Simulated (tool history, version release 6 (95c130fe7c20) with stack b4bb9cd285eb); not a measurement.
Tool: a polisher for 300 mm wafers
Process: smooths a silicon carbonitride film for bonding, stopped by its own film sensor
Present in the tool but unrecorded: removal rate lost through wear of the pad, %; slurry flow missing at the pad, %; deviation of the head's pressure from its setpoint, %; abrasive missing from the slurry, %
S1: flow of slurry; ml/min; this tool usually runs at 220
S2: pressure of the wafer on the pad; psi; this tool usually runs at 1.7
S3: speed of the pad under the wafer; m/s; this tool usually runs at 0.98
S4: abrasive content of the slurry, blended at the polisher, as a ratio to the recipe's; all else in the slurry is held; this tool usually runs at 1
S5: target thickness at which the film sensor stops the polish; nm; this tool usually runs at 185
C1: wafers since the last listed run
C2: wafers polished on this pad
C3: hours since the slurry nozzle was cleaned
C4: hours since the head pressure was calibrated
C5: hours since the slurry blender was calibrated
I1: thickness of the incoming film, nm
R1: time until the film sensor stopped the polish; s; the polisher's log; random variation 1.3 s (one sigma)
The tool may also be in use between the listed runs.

run,hour,S1,S2,S3,S4,S5,C1,C2,C3,C4,C5,I1,R1
1,0,220,1.7,0.98,1,185,0,203,230.3,446.3,127.6,206.7,128.5
2,51.2,220,1.7,0.98,1,185,576,780,281.5,497.5,178.8,209.6,143.3
3,120.9,220,1.7,0.98,1,185,784,1564,351.2,567.2,248.5,213.2,167.4
# hour 148.3: slurry blender recalibrated
# hour 198: worn pad replaced by a new one
4,198.5,220,1.7,0.98,1,185,805,5,428.8,644.8,50.2,208.8,140.5
5,229.2,220,1.7,0.98,1,185,345,351,459.5,675.5,80.9,211.5,157.7
6,274.8,220,1.7,0.98,1.25,191,513,864,505.1,721.1,126.5,208.6,91.3
7,335.4,220,1.7,0.98,1.25,191,682,1546,565.7,781.7,187.1,210.7,101.1
8,367.5,220,1.7,0.98,1.25,191,361,1908,597.8,813.8,219.2,209.7,97.1
# hour 381.8: worn pad replaced by a new one
9,412,220,1.7,0.98,1,192,455,340,642.3,858.3,263.7,207.1,89.6
10,468.5,290,1.2,1.3,1,179,635,976,698.8,914.8,320.2,209.6,171.5
# hour 472.7: head pressure recalibrated
# hour 515: slurry blender recalibrated
11,518.2,220,1.9,0.98,0.9,185,514,1490,748.5,45.5,3.2,210.7,157.4
12,546.3,155,1.7,0.98,1,185,316,1806,776.6,73.6,31.3,207.4,141.5
# hour 584.7: worn pad replaced by a new one
13,613.4,250,1.3,1.26,1,192,710,322,843.7,140.7,98.4,208.7,94.5

Estimate the outcome of run 14 from the log above:
# hour 618: slurry nozzle cleaned
# hour 747.6: slurry nozzle cleaned, repeated, since the last time left the tool worse
14,776.3,220,2.3,0.98,1,185,1811,2133,28.7,303.6,261.3,212.6,?

R1: 132.3 s
Take away the tool's hidden state, keep the run-to-run variation as it was, and the same run would have given R1 132.2 s.
